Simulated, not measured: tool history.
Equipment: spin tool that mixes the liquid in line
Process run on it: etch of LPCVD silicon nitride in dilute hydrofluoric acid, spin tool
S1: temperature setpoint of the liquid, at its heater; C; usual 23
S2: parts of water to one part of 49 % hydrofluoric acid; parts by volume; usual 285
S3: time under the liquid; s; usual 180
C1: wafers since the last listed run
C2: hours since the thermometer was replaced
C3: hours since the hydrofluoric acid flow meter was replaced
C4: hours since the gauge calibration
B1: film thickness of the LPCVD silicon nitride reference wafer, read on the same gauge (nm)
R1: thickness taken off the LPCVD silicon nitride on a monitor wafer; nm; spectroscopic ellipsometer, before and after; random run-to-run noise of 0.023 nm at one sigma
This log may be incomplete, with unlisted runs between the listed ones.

run	hour	S1	S2	S3	C1	C2	C3	C4	B1	R1
1	0	23	285	180	0	781.5	1196.5	2706.6	29.998	0.275
2	94.2	23	285	205	499	875.7	1290.7	2800.8	30.011	0.356
3	175.8	23	285	205	432	957.3	1372.3	2882.4	29.972	0.289
# hour 202.9: thermometer replaced
# hour 249.4: gauge calibrated
4	282.7	23	330	180	561	79.8	1479.2	33.3	29.956	0.223
5	385.9	23	330	180	546	183	1582.4	136.5	29.96	0.213
6	492.1	23	330	180	562	289.2	1688.6	242.7	30.032	0.231
7	531.2	23	285	180	207	328.3	1727.7	281.8	29.999	0.274
8	593.1	23	285	180	327	390.2	1789.6	343.7	29.983	0.281
9	641.8	23	285	180	258	438.9	1838.3	392.4	29.985	0.27
10	713.7	23	285	180	380	510.8	1910.2	464.3	29.994	0.234
11	779.4	27	235	270	348	576.5	1975.9	530	30.009	0.667
12	883.3	23	285	180	550	680.4	2079.8	633.9	30.017	0.283
13	949	23	285	215	348	746.1	2145.5	699.6	30.012	0.306
14	1011.5	23	395	120	331	808.6	2208	762.1	30.043	0.11
# hour 1060.2: thermometer replaced
15	1094.2	23	285	180	432	34	2290.7	844.8	30.012	0.264
# hour 1101.7: hydrofluoric acid flow meter replaced
16	1172.5	25.5	360	180	409	112.3	70.8	923.1	29.981	0.238
17	1209.3	21.5	285	225	194	149.1	107.6	959.9	30.002	0.289
18	1271.8	27.5	285	180	331	211.6	170.1	1022.4	29.956	0.319
19	1476.2	23	285	230	1082	416	374.5	1226.8	30.012	0.321
20	1525.5	19.5	330	260	261	465.3	423.8	1276.1	30.018	0.286
21	1610.1	19	350	180	448	549.9	508.4	1360.7	29.964	0.164
22	1681.2	23	285	105	376	621	579.5	1431.8	30.025	0.174
23	1745.7	26.5	390	180	341	685.5	644	1496.3	29.994	0.243
24	1810.6	23	285	180	343	750.4	708.9	1561.2	30.008	0.268
25	1867.7	26	365	180	302	807.5	766	1618.3	30.016	0.245
# hour 1952: thermometer replaced
26	1952.8	20	220	110	445	0.8	851.1	1703.4	29.997	0.191
27	2016.5	23	285	235	337	64.5	914.8	1767.1	30.027	0.366
28	2062.1	23	225	150	241	110.1	960.4	1812.7	30.037	0.234
29	2152.1	18.5	375	70	476	200.1	1050.4	1902.7	29.981	0.059
30	2227	23	285	180	396	275	1125.3	1977.6	30	0.239
31	2296.1	23	285	180	366	344.1	1194.4	2046.7	30.019	0.276
32	2375.6	23	285	225	421	423.6	1273.9	2126.2	29.97	0.299

Hidden condition of the tool, last listed run before each entry between runs versus first listed run after:
Logged between run 3 and run 4: thermometer replaced (hour 202.9); gauge calibrated (hour 249.4)
  no hidden state differs between the two runs
Logged between run 14 and run 15: thermometer replaced (hour 1060.2)
  no hidden state differs between the two runs
Logged between run 15 and run 16: hydrofluoric acid flow meter replaced (hour 1101.7)
  no hidden state differs between the two runs
Logged between run 25 and run 26: thermometer replaced (hour 1952)
  no hidden state differs between the two runs
